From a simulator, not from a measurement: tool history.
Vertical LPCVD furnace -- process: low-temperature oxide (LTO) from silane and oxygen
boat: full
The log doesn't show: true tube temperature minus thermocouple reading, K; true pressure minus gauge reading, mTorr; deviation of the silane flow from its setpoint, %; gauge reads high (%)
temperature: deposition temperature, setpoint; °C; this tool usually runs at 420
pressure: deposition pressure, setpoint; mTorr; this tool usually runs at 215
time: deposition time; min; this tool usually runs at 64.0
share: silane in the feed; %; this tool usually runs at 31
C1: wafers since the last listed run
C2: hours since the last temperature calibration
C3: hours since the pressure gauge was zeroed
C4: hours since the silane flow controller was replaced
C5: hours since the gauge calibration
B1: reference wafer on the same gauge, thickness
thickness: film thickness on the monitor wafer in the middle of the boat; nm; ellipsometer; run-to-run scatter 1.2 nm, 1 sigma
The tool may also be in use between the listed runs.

Run 1, hour 0.0: usual settings but temperature 426 °C, pressure 230 mTorr; C1 0; C2 2754.7; C3 3173.3; C4 5709.6; C5 367.8; B1 475.35. Result: thickness 574.95 nm.
Run 2, hour 81.6: usual settings but temperature 426 °C, pressure 230 mTorr; C1 1163; C2 2836.3; C3 3254.9; C4 5791.2; C5 449.4; B1 475.57. Result: thickness 575.42 nm.
Run 3, hour 180.7: usual settings but temperature 426 °C, pressure 230 mTorr; C1 1412; C2 2935.4; C3 3354.0; C4 5890.3; C5 548.5; B1 476.17. Result: thickness 575.49 nm.
Run 4, hour 239.7: usual settings but time 73.5 min; C1 841; C2 2994.4; C3 3413.0; C4 5949.3; C5 607.5; B1 475.79. Result: thickness 576.35 nm.
Run 5, hour 315.8: usual settings but time 45.5 min; C1 1084; C2 3070.5; C3 3489.1; C4 6025.4; C5 683.6; B1 475.85. Result: thickness 355.92 nm.
Run 6, hour 582.1: usual settings but temperature 416 °C; C1 3796; C2 3336.8; C3 3755.4; C4 6291.7; C5 949.9; B1 476.30. Result: thickness 478.51 nm.
Run 7, hour 643.6: usual settings but time 58.0 min; C1 876; C2 3398.3; C3 3816.9; C4 6353.2; C5 1011.4; B1 475.82. Result: thickness 453.11 nm.
Run 8, hour 680.7: usual settings but time 58.0 min; C1 528; C2 3435.4; C3 3854.0; C4 6390.3; C5 1048.5; B1 475.85. Result: thickness 453.00 nm.
At hour 751.4: pressure gauge zeroed.
Run 9, hour 751.9: usual settings but time 58.0 min; C1 672; C2 3506.6; C3 0.5; C4 6461.5; C5 1119.7; B1 475.69. Result: thickness 470.80 nm.
Run 10, hour 845.6: usual settings; C1 1335; C2 3600.3; C3 94.2; C4 6555.2; C5 1213.4; B1 475.92. Result: thickness 518.29 nm.
Run 11, hour 936.3: usual settings but time 40.5 min; C1 1292; C2 3691.0; C3 184.9; C4 6645.9; C5 1304.1; B1 476.11. Result: thickness 328.54 nm.
At hour 1076.6: silane flow controller replaced.
At hour 1100.6: gauge calibrated.
At hour 1243.7: thermocouples replaced and temperature profile calibrated.
Run 12, hour 1244.2: usual settings; C1 3704; C2 0.5; C3 492.8; C4 167.6; C5 143.6; B1 476.19. Result: thickness 517.37 nm.
Run 13, hour 1324.3: usual settings; C1 1141; C2 80.6; C3 572.9; C4 247.7; C5 223.7; B1 475.95. Result: thickness 518.80 nm.
Run 14, hour 1409.1: usual settings but time 45.5 min, share 26 %; C1 1208; C2 165.4; C3 657.7; C4 332.5; C5 308.5; B1 476.03. Result: thickness 285.48 nm.
Run 15, hour 1514.3: usual settings but time 43.5 min; C1 1499; C2 270.6; C3 762.9; C4 437.7; C5 413.7; B1 476.21. Result: thickness 350.81 nm.
Run 16, hour 1559.2: usual settings; C1 640; C2 315.5; C3 807.8; C4 482.6; C5 458.6; B1 475.94. Result: thickness 516.25 nm.
Run 17, hour 1642.8: usual settings but temperature 427 °C, pressure 180 mTorr, time 49.5 min, share 35 %; C1 1191; C2 399.1; C3 891.4; C4 566.2; C5 542.2; B1 476.30. Result: thickness 423.53 nm.
Run 18, hour 1686.0: usual settings but pressure 255 mTorr, time 88.0 min; C1 615; C2 442.3; C3 934.6; C4 609.4; C5 585.4; B1 475.98. Result: thickness 842.30 nm.
Run 19, hour 1786.2: usual settings but share 29 %; C1 1428; C2 542.5; C3 1034.8; C4 709.6; C5 685.6; B1 476.37. Result: thickness 468.54 nm.
Run 20, hour 1826.3: usual settings but temperature 412 °C, share 28 %; C1 571; C2 582.6; C3 1074.9; C4 749.7; C5 725.7; B1 476.18. Result: thickness 406.65 nm.

Each row is a separate what-if for the run after 20, all from the same tool condition, not one after another. Results?
Run A, hour 1830.6: usual settings but temperature 429 °C; C1 61; C2 586.9; C3 1079.2; C4 754.0; C5 730.0; B1 ?. Result: thickness ?.
Run B, hour 1830.6: usual settings but temperature 426 °C, pressure 200 mTorr, share 28 %; C1 61; C2 586.9; C3 1079.2; C4 754.0; C5 730.0; B1 ?. Result: thickness ?.
Run C, hour 1830.6: usual settings but temperature 410 °C, pressure 250 mTorr, time 53.5 min, share 36 %; C1 61; C2 586.9; C3 1079.2; C4 754.0; C5 730.0; B1 ?. Result: thickness ?.
Run D, hour 1830.6: usual settings but temperature 426 °C, pressure 255 mTorr, time 79.5 min, share 27 %; C1 61; C2 586.9; C3 1079.2; C4 754.0; C5 730.0; B1 ?. Result: thickness ?.

run      B1  thickness
  A  476.09     565.83
  B  476.09     441.68
  C  476.09     546.24
  D  476.09     663.71
With no hidden state in the tool, these same runs would have given:
run  thickness
  A     566.90
  B     442.58
  C     547.13
  D     664.78
